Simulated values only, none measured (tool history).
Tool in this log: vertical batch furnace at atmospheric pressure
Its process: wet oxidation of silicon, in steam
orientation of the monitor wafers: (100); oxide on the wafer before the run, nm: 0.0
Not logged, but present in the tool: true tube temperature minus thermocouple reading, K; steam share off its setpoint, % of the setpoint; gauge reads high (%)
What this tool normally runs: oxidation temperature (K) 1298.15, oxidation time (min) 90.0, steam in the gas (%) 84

run,hour,oxidation temperature (K),oxidation time (min),steam in the gas (%),wafers since the last listed run,hours since the last temperature calibration,hours since the steam generator was serviced,hours since the gauge calibration,"read-back reference wafer on the same gauge, thickness",oxide thickness on the monitor wafer (angstrom)
1,0.0,1298.15,90.0,84,0,1374.2,3461.1,191.6,525.60,5891.6
2,68.5,1298.15,90.0,84,1054,1442.7,3529.6,260.1,525.89,5894.9
3,138.1,1298.15,90.0,84,1071,1512.3,3599.2,329.7,526.42,5933.7
4,200.0,1298.15,90.0,84,953,1574.2,3661.1,391.6,525.90,5958.4
5,290.5,1298.15,90.0,84,1393,1664.7,3751.6,482.1,525.99,5962.3
6,337.2,1298.15,90.0,84,719,1711.4,3798.3,528.8,526.95,5940.6
7,404.9,1298.15,90.0,84,1042,1779.1,3866.0,596.5,527.03,5913.4
8,488.3,1298.15,90.0,84,1284,1862.5,3949.4,679.9,526.12,5918.9
# hour 544.2: steam generator serviced
9,616.3,1298.15,90.0,84,1601,1990.5,72.1,807.9,525.88,5937.2
10,659.4,1298.15,90.0,84,663,2033.6,115.2,851.0,525.87,5951.2
11,700.1,1298.15,90.0,84,626,2074.3,155.9,891.7,526.49,5959.1
12,746.9,1314.15,67.5,90,720,2121.1,202.7,938.5,525.78,5645.5

Run 13 is up next; what results do you expect?
# hour 788.2: thermocouples replaced and temperature profile calibrated
13,788.7,1313.15,90.0,84,274,0.5,244.5,980.3,?,?

read-back reference wafer on the same gauge, thickness: 525.15
oxide thickness on the monitor wafer (angstrom): 6255.9
With no hidden state in the tool, this same run would have given oxide thickness on the monitor wafer (angstrom) 6253.1.
